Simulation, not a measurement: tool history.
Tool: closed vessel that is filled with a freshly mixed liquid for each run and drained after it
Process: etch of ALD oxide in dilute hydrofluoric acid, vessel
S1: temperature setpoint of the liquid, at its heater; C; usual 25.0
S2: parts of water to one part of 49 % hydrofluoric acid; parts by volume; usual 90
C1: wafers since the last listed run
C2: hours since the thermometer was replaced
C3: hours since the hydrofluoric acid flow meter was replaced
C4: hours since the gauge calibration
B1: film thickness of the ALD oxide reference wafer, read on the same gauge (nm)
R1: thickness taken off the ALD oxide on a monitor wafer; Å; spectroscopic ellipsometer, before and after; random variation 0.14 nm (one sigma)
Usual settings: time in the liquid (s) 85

Run 1, hour 0.0: usual settings; C1 0; C2 409.5; C3 546.1; C4 1311.9; B1 80.01. Result: R1 135.8 Å.
At hour 53.0: thermometer replaced.
Run 2, hour 73.7: usual settings; C1 4934; C2 20.7; C3 619.8; C4 1385.6; B1 80.00. Result: R1 139.4 Å.
Run 3, hour 111.9: usual settings; C1 2592; C2 58.9; C3 658.0; C4 1423.8; B1 80.00. Result: R1 139.6 Å.
At hour 175.6: hydrofluoric acid flow meter replaced.
Run 4, hour 215.3: usual settings; C1 6949; C2 162.3; C3 39.7; C4 1527.2; B1 80.00. Result: R1 139.1 Å.
Run 5, hour 255.7: usual settings; C1 2741; C2 202.7; C3 80.1; C4 1567.6; B1 80.00. Result: R1 138.9 Å.
Run 6, hour 363.3: usual settings; C1 7302; C2 310.3; C3 187.7; C4 1675.2; B1 79.99. Result: R1 136.7 Å.
Run 7, hour 469.2: usual settings; C1 7187; C2 416.2; C3 293.6; C4 1781.1; B1 79.98. Result: R1 137.0 Å.
At hour 561.8: thermometer replaced.
Run 8, hour 562.8: usual settings; C1 6284; C2 1.0; C3 387.2; C4 1874.7; B1 80.01. Result: R1 130.6 Å.
Run 9, hour 603.5: usual settings but time in the liquid (s) 115; C1 2762; C2 41.7; C3 427.9; C4 1915.4; B1 80.00. Result: R1 179.1 Å.
Run 10, hour 699.3: usual settings but time in the liquid (s) 115; C1 6501; C2 137.5; C3 523.7; C4 2011.2; B1 79.99. Result: R1 180.8 Å.
Run 11, hour 783.2: usual settings but S2 100 parts by volume; C1 5694; C2 221.4; C3 607.6; C4 2095.1; B1 79.98. Result: R1 115.3 Å.
Run 12, hour 841.4: usual settings; C1 3949; C2 279.6; C3 665.8; C4 2153.3; B1 80.00. Result: R1 128.8 Å.
At hour 878.8: gauge calibrated.
At hour 910.1: hydrofluoric acid flow meter replaced.
At hour 920.7: thermometer replaced, repeated, since the last time left the tool worse.
Run 13, hour 948.5: usual settings; C1 7133; C2 27.8; C3 38.4; C4 69.7; B1 80.02. Result: R1 140.2 Å.
Run 14, hour 1036.7: usual settings but S1 27.5 C, time in the liquid (s) 120; C1 5986; C2 116.0; C3 126.6; C4 157.9; B1 79.96. Result: R1 212.8 Å.
Run 15, hour 1314.0: usual settings; C1 18820; C2 393.3; C3 403.9; C4 435.2; B1 80.01. Result: R1 136.8 Å.
Run 16, hour 1352.5: usual settings but S1 27.5 C, S2 65 parts by volume, time in the liquid (s) 110; C1 2612; C2 431.8; C3 442.4; C4 473.7; B1 79.99. Result: R1 272.2 Å.
Run 17, hour 1413.6: usual settings but S1 27.0 C, S2 65 parts by volume, time in the liquid (s) 115; C1 4146; C2 492.9; C3 503.5; C4 534.8; B1 80.05. Result: R1 283.3 Å.
At hour 1417.5: thermometer replaced.
Run 18, hour 1507.5: usual settings; C1 6305; C2 90.0; C3 597.4; C4 628.7; B1 80.01. Result: R1 138.9 Å.
At hour 1542.4: hydrofluoric acid flow meter replaced.
Run 19, hour 1547.5: usual settings but S1 21.0 C, time in the liquid (s) 100; C1 2646; C2 130.0; C3 5.1; C4 668.7; B1 79.99. Result: R1 141.5 Å.
Run 20, hour 1655.4: usual settings; C1 7323; C2 237.9; C3 113.0; C4 776.6; B1 79.96. Result: R1 138.2 Å.
Run 21, hour 1756.8: usual settings but time in the liquid (s) 125; C1 6881; C2 339.3; C3 214.4; C4 878.0; B1 79.96. Result: R1 203.6 Å.
Run 22, hour 1826.3: usual settings; C1 4716; C2 408.8; C3 283.9; C4 947.5; B1 79.98. Result: R1 136.1 Å.
Run 23, hour 1901.0: usual settings but S1 28.0 C; C1 5069; C2 483.5; C3 358.6; C4 1022.2; B1 80.04. Result: R1 150.9 Å.
At hour 1946.7: thermometer replaced.
Run 24, hour 2005.8: usual settings but S1 21.0 C, time in the liquid (s) 50; C1 7044; C2 59.1; C3 463.4; C4 1127.0; B1 80.00. Result: R1 68.3 Å.
Run 25, hour 2055.1: usual settings; C1 3345; C2 108.4; C3 512.7; C4 1176.3; B1 79.97. Result: R1 138.1 Å.
At hour 2112.8: hydrofluoric acid flow meter replaced.
Run 26, hour 2134.5: usual settings but S1 26.5 C, S2 70 parts by volume, time in the liquid (s) 45; C1 5320; C2 187.8; C3 21.7; C4 1255.7; B1 79.98. Result: R1 101.8 Å.

Some steps in R1 between neighbouring runs. How much of each would the tool show without its hidden state too (settings, what came in, random variation), and how much is left for the hidden state, with any gauge scatter that isn't in both results?
The hidden state here: liquid colder than its thermometer reads (K); hydrofluoric acid flow above the setpoint (%); gauge reads high (%).
Run 12 -> 13: gauge calibrated, hydrofluoric acid flow meter replaced, thermometer replaced, repeated, since the last time left the tool worse. R1 +11.4 Å: hidden state +10.3, all else +1.1.
Run 15 -> 16: S1 25.0 -> 27.5, S2 90 -> 65, time in the liquid (s) 85 -> 110. R1 +135.4 Å: hidden state -5.5, all else +140.9.
Run 17 -> 18: S1 27.0 -> 25.0, S2 65 -> 90, time in the liquid (s) 115 -> 85, thermometer replaced. R1 -144.4 Å: hidden state +11.0, all else -155.4.
